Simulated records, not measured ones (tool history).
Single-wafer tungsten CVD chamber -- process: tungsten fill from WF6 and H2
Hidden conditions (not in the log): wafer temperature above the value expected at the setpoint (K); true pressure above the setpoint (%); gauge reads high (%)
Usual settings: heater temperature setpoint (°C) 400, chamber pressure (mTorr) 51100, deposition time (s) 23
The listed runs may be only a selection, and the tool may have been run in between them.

| run | hour | heater temperature setpoint (°C) | chamber pressure (mTorr) | deposition time (s) | wafers since the last listed run | hours since the last thermocouple change | hours since the last manometer calibration | hours since the showerhead was replaced | hours since the gauge calibration | read-back reference wafer on the same gauge, thickness_nm | mean film thickness on the monitor wafer (nm) |
|---|---|---|---|---|---|---|---|---|---|---|---|
| 1 | 0 | 400 | 51100 | 23 | 0 | 1828.3 | 1279.1 | 4758.3 | 174 | 102.121 | 101.293 |
| 2 | 87.3 | 400 | 51100 | 23 | 1817 | 1915.6 | 1366.4 | 4845.6 | 261.3 | 101.991 | 100.841 |
| 3 | 170.4 | 400 | 51100 | 23 | 1730 | 1998.7 | 1449.5 | 4928.7 | 344.4 | 102.048 | 101.862 |
| 4 | 222.4 | 400 | 51100 | 23 | 1082 | 2050.7 | 1501.5 | 4980.7 | 396.4 | 101.991 | 101.572 |
| 5 | 264.8 | 400 | 51100 | 23 | 882 | 2093.1 | 1543.9 | 5023.1 | 438.8 | 102.112 | 101.055 |
| 6 | 363.5 | 400 | 51100 | 23 | 2055 | 2191.8 | 1642.6 | 5121.8 | 537.5 | 102.074 | 101.973 |
| 7 | 402.2 | 400 | 51100 | 23 | 805 | 2230.5 | 1681.3 | 5160.5 | 576.2 | 102.102 | 101.982 |
| 8 | 457.2 | 400 | 51100 | 23 | 1145 | 2285.5 | 1736.3 | 5215.5 | 631.2 | 102.119 | 101.948 |
|  | 546.9 | thermocouple changed; heater temperature recalibrated |
| 9 | 564.4 | 400 | 51100 | 23 | 2065 | 17.5 | 1843.5 | 5322.7 | 738.4 | 102.051 | 104.002 |
|  | 626.3 | gauge calibrated |
| 10 | 649.3 | 400 | 51100 | 23 | 1767 | 102.4 | 1928.4 | 5407.6 | 23 | 102.061 | 103.793 |
|  | 675.9 | showerhead replaced |
| 11 | 728.5 | 392 | 63200 | 24.6 | 1482 | 181.6 | 2007.6 | 52.6 | 102.2 | 102.122 | 101.27 |
|  | 794.5 | capacitance manometer re-zeroed and calibrated |
| 12 | 795 | 400 | 51100 | 23 | 1218 | 248.1 | 0.5 | 119.1 | 168.7 | 102.134 | 103.826 |

For run 13, what comes out?
|  | 882.4 | thermocouple changed; heater temperature recalibrated, repeated, since the last time left the tool worse |
| 13 | 882.9 | 400 | 38400 | 23 | 1663 | 0.5 | 88.4 | 207 | 256.6 | ? | ? |

Logged for run 13: read-back reference wafer on the same gauge, thickness_nm 102.066, mean film thickness on the monitor wafer (nm) 89.852.
With no hidden state in the tool, this same run would have given mean film thickness on the monitor wafer (nm) 90.006.
